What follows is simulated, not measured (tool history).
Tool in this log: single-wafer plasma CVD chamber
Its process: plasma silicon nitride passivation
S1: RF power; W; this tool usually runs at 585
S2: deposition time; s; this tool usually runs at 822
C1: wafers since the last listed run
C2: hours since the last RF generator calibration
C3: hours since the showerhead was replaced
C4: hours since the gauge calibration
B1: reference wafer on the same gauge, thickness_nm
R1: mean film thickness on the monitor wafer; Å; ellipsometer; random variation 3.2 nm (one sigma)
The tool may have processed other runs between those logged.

run 1 hour=0 | S1=615 S2=822 | C1=0 C2=989.2 C3=2768.1 C4=848.5 | B1=1370.292 | R1=11874.04
run 2 hour=61.8 | S1=615 S2=822 | C1=145 C2=1051 C3=2829.9 C4=910.3 | B1=1370.39 | R1=11817.37
run 3 hour=119 | S1=585 S2=822 | C1=135 C2=1108.2 C3=2887.1 C4=967.5 | B1=1369.552 | R1=11708.8
run 4 hour=176.9 | S1=585 S2=822 | C1=136 C2=1166.1 C3=2945 C4=1025.4 | B1=1368.917 | R1=11636.7
run 5 hour=233.6 | S1=585 S2=822 | C1=133 C2=1222.8 C3=3001.7 C4=1082.1 | B1=1369.996 | R1=11737.26
run 6 hour=279.8 | S1=585 S2=822 | C1=109 C2=1269 C3=3047.9 C4=1128.3 | B1=1371.154 | R1=11609.57
run 7 hour=365.1 | S1=585 S2=822 | C1=201 C2=1354.3 C3=3133.2 C4=1213.6 | B1=1369.837 | R1=11735.63
run 8 hour=454.8 | S1=585 S2=822 | C1=211 C2=1444 C3=3222.9 C4=1303.3 | B1=1370.026 | R1=11670.95
run 9 hour=510.6 | S1=585 S2=822 | C1=131 C2=1499.8 C3=3278.7 C4=1359.1 | B1=1370.569 | R1=11635.34
run 10 hour=577.4 | S1=585 S2=906 | C1=157 C2=1566.6 C3=3345.5 C4=1425.9 | B1=1369.915 | R1=12873.15
run 11 hour=678.3 | S1=585 S2=761 | C1=238 C2=1667.5 C3=3446.4 C4=1526.8 | B1=1369.404 | R1=10784.94
run 12 hour=731.4 | S1=670 S2=873 | C1=125 C2=1720.6 C3=3499.5 C4=1579.9 | B1=1369.765 | R1=12806.65
run 13 hour=792.9 | S1=585 S2=822 | C1=145 C2=1782.1 C3=3561 C4=1641.4 | B1=1369.065 | R1=11639.23
run 14 hour=897.9 | S1=685 S2=868 | C1=247 C2=1887.1 C3=3666 C4=1746.4 | B1=1370.063 | R1=12693.41
run 15 hour=1093.5 | S1=585 S2=903 | C1=461 C2=2082.7 C3=3861.6 C4=1942 | B1=1370.651 | R1=12826.71
-- hour=1163.1 showerhead replaced
run 16 hour=1169.6 | S1=585 S2=822 | C1=160 C2=2158.8 C3=6.5 C4=2018.1 | B1=1369.851 | R1=11574.11
run 17 hour=1239.3 | S1=515 S2=957 | C1=164 C2=2228.5 C3=76.2 C4=2087.8 | B1=1370.062 | R1=13148.7
run 18 hour=1334 | S1=670 S2=696 | C1=223 C2=2323.2 C3=170.9 C4=2182.5 | B1=1368.187 | R1=10083.26
run 19 hour=1432.4 | S1=585 S2=822 | C1=232 C2=2421.6 C3=269.3 C4=2280.9 | B1=1370.09 | R1=11609.01
run 20 hour=1522.3 | S1=585 S2=822 | C1=212 C2=2511.5 C3=359.2 C4=2370.8 | B1=1370.721 | R1=11594.77
-- hour=1534.8 gauge calibrated
run 21 hour=1569.2 | S1=585 S2=822 | C1=110 C2=2558.4 C3=406.1 C4=34.4 | B1=1370.88 | R1=11507.01
-- hour=1586.1 RF generator calibrated
run 22 hour=1608.8 | S1=670 S2=873 | C1=74 C2=22.7 C3=445.7 C4=74 | B1=1369.856 | R1=12852.17
run 23 hour=1651.4 | S1=475 S2=937 | C1=100 C2=65.3 C3=488.3 C4=116.6 | B1=1370.164 | R1=12844.84
run 24 hour=1710.3 | S1=550 S2=685 | C1=139 C2=124.2 C3=547.2 C4=175.5 | B1=1369.797 | R1=9629.49
run 25 hour=1990.1 | S1=520 S2=979 | C1=660 C2=404 C3=827 C4=455.3 | B1=1370.26 | R1=13627.05
run 26 hour=2087.5 | S1=655 S2=888 | C1=229 C2=501.4 C3=924.4 C4=552.7 | B1=1369.803 | R1=12950.99

Below are 4 alternative next runs, each starting from the tool's condition after run 26. Predict each:
run A hour=2088.1 | S1=585 S2=822 | C1=1 C2=502 C3=925 C4=553.3 | B1=? | R1=?
run B hour=2088.1 | S1=550 S2=920 | C1=1 C2=502 C3=925 C4=553.3 | B1=? | R1=?
run C hour=2088.1 | S1=515 S2=822 | C1=1 C2=502 C3=925 C4=553.3 | B1=? | R1=?
run D hour=2088.1 | S1=620 S2=917 | C1=1 C2=502 C3=925 C4=553.3 | B1=? | R1=?

run=A B1=1370.46 R1=11718.13
run=B B1=1370.46 R1=12939.62
run=C B1=1370.46 R1=11399.28
run=D B1=1370.46 R1=13242.11
With no hidden state in the tool, these same runs would have given:
run=A R1=11733.51
run=B R1=12956.6
run=C R1=11414.24
run=D R1=13259.49
